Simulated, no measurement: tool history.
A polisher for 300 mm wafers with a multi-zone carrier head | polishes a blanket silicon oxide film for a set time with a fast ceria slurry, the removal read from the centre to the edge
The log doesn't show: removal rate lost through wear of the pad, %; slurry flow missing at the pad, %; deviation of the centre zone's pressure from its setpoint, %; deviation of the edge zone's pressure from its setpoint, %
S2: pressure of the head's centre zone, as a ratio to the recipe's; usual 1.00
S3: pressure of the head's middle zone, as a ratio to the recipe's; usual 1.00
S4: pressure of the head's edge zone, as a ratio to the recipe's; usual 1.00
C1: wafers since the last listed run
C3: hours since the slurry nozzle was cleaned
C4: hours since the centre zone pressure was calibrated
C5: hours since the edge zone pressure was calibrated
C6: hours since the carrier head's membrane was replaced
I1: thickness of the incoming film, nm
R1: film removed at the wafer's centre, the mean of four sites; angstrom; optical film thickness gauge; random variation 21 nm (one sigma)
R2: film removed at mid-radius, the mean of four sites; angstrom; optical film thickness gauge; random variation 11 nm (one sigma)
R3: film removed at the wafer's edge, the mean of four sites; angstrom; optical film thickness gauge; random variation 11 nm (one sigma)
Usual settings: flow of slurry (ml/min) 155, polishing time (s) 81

Run 1, hour 0.0: usual settings; C1 0; wafers polished on this pad 3019; C3 662.8; C4 413.7; C5 134.8; C6 645.5; I1 4040.7. Result: R1 14633 angstrom, R2 13837 angstrom, R3 14171 angstrom.
At hour 27.6: worn pad replaced by a new one.
Run 2, hour 41.2: usual settings but S2 0.95, S4 0.92; C1 351; wafers polished on this pad 128; C3 704.0; C4 454.9; C5 176.0; C6 686.7; I1 3982.2. Result: R1 13850 angstrom, R2 13776 angstrom, R3 13405 angstrom.
At hour 59.7: slurry nozzle cleaned.
Run 3, hour 96.9: usual settings but S2 0.95, S4 0.92; C1 516; wafers polished on this pad 644; C3 37.2; C4 510.6; C5 231.7; C6 742.4; I1 3959.9. Result: R1 14469 angstrom, R2 13799 angstrom, R3 13573 angstrom.
Run 4, hour 128.7: usual settings but S2 0.95, S4 0.92; C1 300; wafers polished on this pad 944; C3 69.0; C4 542.4; C5 263.5; C6 774.2; I1 3961.8. Result: R1 13993 angstrom, R2 13933 angstrom, R3 13331 angstrom.
Run 5, hour 163.1: usual settings; C1 324; wafers polished on this pad 1269; C3 103.4; C4 576.8; C5 297.9; C6 808.6; I1 4037.0. Result: R1 14860 angstrom, R2 13756 angstrom, R3 13874 angstrom.
Run 6, hour 219.8: usual settings but S2 0.97, S4 0.93, polishing time (s) 93; C1 535; wafers polished on this pad 1804; C3 160.1; C4 633.5; C5 354.6; C6 865.3; I1 3946.3. Result: R1 16667 angstrom, R2 15864 angstrom, R3 15456 angstrom.
Run 7, hour 291.4: usual settings; C1 675; wafers polished on this pad 2480; C3 231.7; C4 705.1; C5 426.2; C6 936.9; I1 3911.9. Result: R1 15373 angstrom, R2 13737 angstrom, R3 14091 angstrom.
At hour 306.8: edge zone pressure recalibrated.
At hour 375.2: worn pad replaced by a new one.
Run 8, hour 375.7: usual settings but S3 1.05, S4 1.09, polishing time (s) 92; C1 739; wafers polished on this pad 5; C3 316.0; C4 789.4; C5 68.9; C6 1021.2; I1 3970.8. Result: R1 17700 angstrom, R2 16296 angstrom, R3 16752 angstrom.
Run 9, hour 399.6: usual settings; C1 225; wafers polished on this pad 230; C3 339.9; C4 813.3; C5 92.8; C6 1045.1; I1 3986.5. Result: R1 14992 angstrom, R2 13865 angstrom, R3 14106 angstrom.
Run 10, hour 427.1: usual settings; C1 259; wafers polished on this pad 490; C3 367.4; C4 840.8; C5 120.3; C6 1072.6; I1 4009.8. Result: R1 15440 angstrom, R2 13854 angstrom, R3 13851 angstrom.
At hour 435.7: carrier head's membrane replaced by a new one.
Run 11, hour 482.0: usual settings but flow of slurry (ml/min) 185, S3 1.09, S4 1.09, polishing time (s) 102; C1 471; wafers polished on this pad 961; C3 422.3; C4 895.7; C5 175.2; C6 46.3; I1 4015.2. Result: R1 20226 angstrom, R2 19404 angstrom, R3 18513 angstrom.
Run 12, hour 607.6: usual settings but flow of slurry (ml/min) 195, S2 1.08, S4 1.05, polishing time (s) 70; C1 1185; wafers polished on this pad 2147; C3 547.9; C4 1021.3; C5 300.8; C6 171.9; I1 4000.6. Result: R1 14891 angstrom, R2 12311 angstrom, R3 12798 angstrom.
At hour 634.9: centre zone pressure recalibrated.
Run 13, hour 703.1: usual settings but flow of slurry (ml/min) 115, S3 1.04, S4 0.89, polishing time (s) 90; C1 882; wafers polished on this pad 3029; C3 643.4; C4 68.2; C5 396.3; C6 267.4; I1 3917.1. Result: R1 14546 angstrom, R2 14723 angstrom, R3 14230 angstrom.
Run 14, hour 738.5: usual settings; C1 334; wafers polished on this pad 3364; C3 678.8; C4 103.6; C5 431.7; C6 302.8; I1 3955.0. Result: R1 14442 angstrom, R2 13774 angstrom, R3 13983 angstrom.
Run 15, hour 764.7: usual settings but flow of slurry (ml/min) 140, polishing time (s) 55; C1 247; wafers polished on this pad 3611; C3 705.0; C4 129.8; C5 457.9; C6 329.0; I1 3932.9. Result: R1 9665 angstrom, R2 9174 angstrom, R3 9380 angstrom.
At hour 785.2: edge zone pressure recalibrated.
Run 16, hour 798.7: usual settings but S4 0.92; C1 302; wafers polished on this pad 3913; C3 739.0; C4 163.8; C5 13.5; C6 363.0; I1 3971.3. Result: R1 14536 angstrom, R2 13867 angstrom, R3 13560 angstrom.
At hour 804.5: worn pad replaced by a new one.
Run 17, hour 834.3: usual settings; C1 298; wafers polished on this pad 281; C3 774.6; C4 199.4; C5 49.1; C6 398.6; I1 3967.3. Result: R1 14268 angstrom, R2 13826 angstrom, R3 13985 angstrom.
At hour 938.7: slurry nozzle cleaned.
Run 18, hour 948.9: usual settings but S4 0.89, polishing time (s) 64; C1 1072; wafers polished on this pad 1354; C3 10.2; C4 314.0; C5 163.7; C6 513.2; I1 3892.8. Result: R1 11744 angstrom, R2 10966 angstrom, R3 10449 angstrom.
Run 19, hour 1000.9: usual settings but S4 0.89, polishing time (s) 108; C1 490; wafers polished on this pad 1845; C3 62.2; C4 366.0; C5 215.7; C6 565.2; I1 3968.1. Result: R1 19716 angstrom, R2 18479 angstrom, R3 17826 angstrom.
Run 20, hour 1053.8: usual settings but S2 0.96, S3 1.04, polishing time (s) 64; C1 499; wafers polished on this pad 2344; C3 115.1; C4 418.9; C5 268.6; C6 618.1; I1 3978.1. Result: R1 11175 angstrom, R2 11323 angstrom, R3 11065 angstrom.
Run 21, hour 1084.9: usual settings but flow of slurry (ml/min) 110, S3 1.06, S4 0.88; C1 293; wafers polished on this pad 2638; C3 146.2; C4 450.0; C5 299.7; C6 649.2; I1 3924.8. Result: R1 13657 angstrom, R2 13441 angstrom, R3 12502 angstrom.
Run 22, hour 1132.2: usual settings; C1 446; wafers polished on this pad 3084; C3 193.5; C4 497.3; C5 347.0; C6 696.5; I1 3886.4. Result: R1 15206 angstrom, R2 13769 angstrom, R3 13951 angstrom.
At hour 1183.3: worn pad replaced by a new one.
Run 23, hour 1190.2: usual settings but S2 1.05, S3 1.03, S4 0.93, polishing time (s) 56; C1 509; wafers polished on this pad 65; C3 251.5; C4 555.3; C5 405.0; C6 754.5; I1 3999.3. Result: R1 11019 angstrom, R2 9869 angstrom, R3 9283 angstrom.

Measured less the same run without the tool's hidden state. The same run-to-run variation is in both; the gauge's scatter may not be:
run     R1
  1   +350
  2   +391
  3   +490
  4   +519
  5   +599
  6   +766
  7   +812
  8  +1076
  9   +945
 10  +1014
 11  +1431
 12  +1217
 13    -23
 14    +32
 15    +49
 16   +125
 17   +176
 18   +284
 19   +580
 20   +389
 21   +517
 22   +646
 23   +529
R2: within 8 angstrom of the measured result in every run.
R3: 0 in every run.

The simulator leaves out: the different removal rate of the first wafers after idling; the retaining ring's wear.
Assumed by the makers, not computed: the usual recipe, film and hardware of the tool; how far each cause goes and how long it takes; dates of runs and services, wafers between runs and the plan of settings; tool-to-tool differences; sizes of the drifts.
